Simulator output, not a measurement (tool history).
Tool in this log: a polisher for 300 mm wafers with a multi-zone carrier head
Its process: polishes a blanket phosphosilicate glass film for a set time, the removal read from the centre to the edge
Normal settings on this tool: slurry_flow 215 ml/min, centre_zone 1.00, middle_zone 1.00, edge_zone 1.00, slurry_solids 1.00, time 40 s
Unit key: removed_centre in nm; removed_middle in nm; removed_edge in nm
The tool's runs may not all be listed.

| run | day | slurry_flow | centre_zone | middle_zone | edge_zone | slurry_solids | time | incoming thickness of the incoming film, nm | removed_centre | removed_middle | removed_edge |
|---|---|---|---|---|---|---|---|---|---|---|---|
| 1 | 0.000 | 215 | 1.00 | 1.00 | 1.00 | 1.15 | 40 | 2552.5 | 423.5 | 435.3 | 423.9 |
| 2 | 2.971 | 215 | 1.00 | 1.00 | 1.00 | 1.15 | 40 | 2536.5 | 421.0 | 431.7 | 427.9 |
|  | 4.483 | slurry nozzle cleaned |
|  | 4.779 | worn pad replaced by a new one |
| 3 | 4.800 | 215 | 1.00 | 1.00 | 1.08 | 1.00 | 40 | 2522.0 | 397.5 | 410.3 | 421.5 |
| 4 | 6.358 | 215 | 1.00 | 1.00 | 1.08 | 1.00 | 40 | 2518.4 | 404.9 | 410.8 | 425.0 |
| 5 | 8.433 | 215 | 1.00 | 1.00 | 1.08 | 1.00 | 40 | 2556.6 | 399.0 | 409.1 | 418.9 |
|  | 8.596 | edge zone pressure recalibrated |
| 6 | 9.679 | 215 | 1.00 | 1.00 | 1.00 | 1.00 | 40 | 2483.3 | 392.6 | 413.1 | 413.5 |
| 7 | 12.292 | 215 | 1.00 | 1.00 | 1.00 | 1.00 | 40 | 2552.6 | 390.6 | 411.3 | 417.3 |
|  | 13.158 | worn pad replaced by a new one |
| 8 | 13.783 | 215 | 1.00 | 1.00 | 1.00 | 1.00 | 40 | 2507.6 | 393.9 | 413.9 | 404.3 |
| 9 | 15.633 | 215 | 1.00 | 1.00 | 1.00 | 1.00 | 40 | 2519.0 | 393.6 | 409.0 | 415.8 |
| 10 | 17.346 | 215 | 1.00 | 1.00 | 1.00 | 1.00 | 40 | 2506.8 | 402.4 | 410.5 | 415.1 |
| 11 | 20.300 | 215 | 0.96 | 1.09 | 1.00 | 1.00 | 40 | 2516.8 | 382.7 | 445.5 | 405.7 |
|  | 21.246 | centre zone pressure recalibrated |
| 12 | 21.446 | 215 | 1.05 | 0.92 | 1.00 | 1.00 | 29 | 2487.1 | 284.4 | 277.1 | 298.5 |
|  | 22.112 | worn pad replaced by a new one |
| 13 | 22.458 | 215 | 1.00 | 1.00 | 1.00 | 0.85 | 40 | 2488.2 | 350.5 | 381.6 | 379.0 |
|  | 24.858 | edge zone pressure recalibrated |
|  | 24.983 | slurry nozzle cleaned |
| 14 | 31.292 | 155 | 1.00 | 1.00 | 1.10 | 1.15 | 31 | 2522.1 | 285.4 | 325.8 | 340.2 |
|  | 32.129 | worn pad replaced by a new one |
|  | 32.192 | centre zone pressure recalibrated, repeated, since the last time left the tool worse |
| 15 | 33.192 | 215 | 1.00 | 1.00 | 1.00 | 1.00 | 40 | 2543.4 | 409.6 | 410.3 | 409.0 |
|  | 34.792 | carrier head's membrane replaced by a new one |
| 16 | 35.175 | 215 | 0.92 | 1.08 | 1.00 | 1.00 | 40 | 2522.6 | 379.5 | 439.5 | 417.6 |
| 17 | 37.975 | 215 | 1.00 | 0.93 | 1.00 | 1.00 | 40 | 2494.5 | 406.4 | 388.4 | 405.9 |
| 18 | 39.217 | 215 | 1.00 | 1.00 | 1.00 | 1.30 | 40 | 2537.4 | 451.2 | 462.2 | 451.7 |
|  | 40.171 | worn pad replaced by a new one |
| 19 | 41.179 | 280 | 1.09 | 1.00 | 1.00 | 1.00 | 40 | 2524.9 | 444.0 | 425.8 | 422.0 |
| 20 | 42.679 | 215 | 1.00 | 1.00 | 1.00 | 1.00 | 31 | 2534.8 | 307.3 | 319.7 | 318.4 |
| 21 | 44.533 | 215 | 1.07 | 1.00 | 1.00 | 1.00 | 40 | 2553.9 | 417.4 | 414.6 | 406.3 |
|  | 44.625 | edge zone pressure recalibrated |
|  | 44.917 | slurry nozzle cleaned |
| 22 | 45.979 | 215 | 1.00 | 1.00 | 1.00 | 1.00 | 40 | 2528.0 | 390.5 | 412.2 | 423.6 |

Some steps in removed_centre between neighbouring runs. How much of each would the tool show without its hidden state too (settings, what came in, random variation), and how much is left for the hidden state, with any gauge scatter that isn't in both results?
What the log doesn't record here: removal rate lost through wear of the pad, %; slurry flow missing at the pad, %; deviation of the centre zone's pressure from its setpoint, %; deviation of the edge zone's pressure from its setpoint, %.
Run 11 -> 12: centre_zone 0.96 -> 1.05, middle_zone 1.09 -> 0.92, time 40 -> 29, centre zone pressure recalibrated. removed_centre -98.3 nm: hidden state -11.5, all else -86.8.
Run 14 -> 15: slurry_flow 155 -> 215, edge_zone 1.10 -> 1.00, slurry_solids 1.15 -> 1.00, time 31 -> 40, worn pad replaced by a new one, centre zone pressure recalibrated, repeated, since the last time left the tool worse. removed_centre +124.2 nm: hidden state +42.1, all else +82.1.
Run 19 -> 20: slurry_flow 280 -> 215, centre_zone 1.09 -> 1.00, time 40 -> 31. removed_centre -136.7 nm: hidden state +2.8, all else -139.5.
